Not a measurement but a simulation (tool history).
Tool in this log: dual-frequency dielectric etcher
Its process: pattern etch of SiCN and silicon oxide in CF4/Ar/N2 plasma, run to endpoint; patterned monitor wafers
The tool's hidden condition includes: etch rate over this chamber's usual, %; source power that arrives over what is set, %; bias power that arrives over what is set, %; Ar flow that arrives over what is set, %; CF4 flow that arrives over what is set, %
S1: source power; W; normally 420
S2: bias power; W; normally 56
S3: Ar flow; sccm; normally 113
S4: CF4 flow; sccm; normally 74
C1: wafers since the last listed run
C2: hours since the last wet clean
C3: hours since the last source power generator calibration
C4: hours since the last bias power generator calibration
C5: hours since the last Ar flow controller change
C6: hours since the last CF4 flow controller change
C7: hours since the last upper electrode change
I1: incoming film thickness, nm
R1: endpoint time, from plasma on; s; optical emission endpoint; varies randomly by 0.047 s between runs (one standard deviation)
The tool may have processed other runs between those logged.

run   hour   S1  S2   S3  S4    C1     C2     C3     C4      C5      C6      C7     I1    R1
  1      0  420  56  113  74     0  196.5    2.3    3.1  1822.5  5312.4  3595.8  10.18  14.1
  2   17.7  420  56  113  74   376  214.2     20   20.8  1840.2  5330.1  3613.5   10.2    14
      45.7  -- CF4 flow controller replaced
  3   53.1  420  56  113  74   625  249.6   55.4   56.2  1875.6     7.4  3648.9  10.15    14
  4   80.1  370  56  113  64   574  276.6   82.4   83.2  1902.6    34.4  3675.9  10.07  16.3
  5  113.1  420  56  113  74   702  309.6  115.4  116.2  1935.6    67.4  3708.9  10.17  13.8
  6  131.9  420  56  113  74   400  328.4  134.2    135  1954.4    86.2  3727.7  10.15  13.9
  7    166  370  60  113  64   725  362.5  168.3  169.1  1988.5   120.3  3761.8   10.2  16.1
     214.5  -- wet clean of the chamber
  8    215  420  56  113  74   532    0.5  217.3  218.1  2037.5   169.3  3810.8  10.22  14.2
  9  215.7  420  66  113  74    14    1.2    218  218.8  2038.2     170  3811.5  10.15  13.3
 10  227.9  330  66   91  84   259   13.4  230.2    231  2050.4   182.2  3823.7   10.2  16.9
 11  256.6  420  56  113  56   610   42.1  258.9  259.7  2079.1   210.9  3852.4  10.22  14.8
 12  287.8  420  56  113  90   664   73.3  290.1  290.9  2110.3   242.1  3883.6   10.3  13.9
     298.9  -- Ar flow controller replaced
 13  300.6  420  56  113  74   144   86.1  302.9  303.7     1.7   254.9  3896.4   10.2  14.1
 14  321.2  420  56  113  74   438  106.7  323.5  324.3    22.3   275.5    3917  10.14  14.1
 15  343.9  340  56   96  74   483  129.4  346.2    347      45   298.2  3939.7  10.34    18
 16    368  420  56  113  74   513  153.5  370.3  371.1    69.1   322.3  3963.8   10.2  14.1
 17  400.5  420  56   97  74   691    186  402.8  403.6   101.6   354.8  3996.3  10.15  13.7
     451.8  -- upper electrode replaced
 18  485.8  340  43  125  80  1304  271.3  488.1  488.9   186.9   440.1      34  10.09  19.8
 19  521.3  360  68  139  68   755  306.8  523.6  524.4   222.4   475.6    69.5   10.2  16.2
 20  578.2  460  67  113  74  1211  363.7  580.5  581.3   279.3   532.5   126.4  10.21  11.8
     610.1  -- wet clean of the chamber
 21  610.6  390  48  113  74   178    0.5  612.9  613.7   311.7   564.9   158.8  10.16  16.4
 22  636.5  420  56  113  74   551   26.4  638.8  639.6   337.6   590.8   184.7  10.15  14.1
 23  656.9  460  56   86  74   434   46.8  659.2    660     358   611.2   205.1   10.3  12.4

Here are 5 independent what-if runs from the current tool condition. What would each one return?
  A  657.3  420  56  134  74   8  47.2  659.6  660.4  358.4  611.6  205.5  10.32   ?
  B  657.3  510  56  140  74   8  47.2  659.6  660.4  358.4  611.6  205.5  10.32   ?
  C  657.3  330  60   96  60   8  47.2  659.6  660.4  358.4  611.6  205.5  10.32   ?
  D  657.3  470  56   97  74   8  47.2  659.6  660.4  358.4  611.6  205.5  10.32   ?
  E  657.3  420  56  136  74   8  47.2  659.6  660.4  358.4  611.6  205.5  10.32   ?

run    R1
  A  14.7
  B  11.9
  C  18.6
  D  12.3
  E  14.7
Stripped of hidden state, with their random variation kept, the same runs would have yielded:
run    R1
  A  14.9
  B  12.1
  C  18.8
  D  12.5
  E  14.9
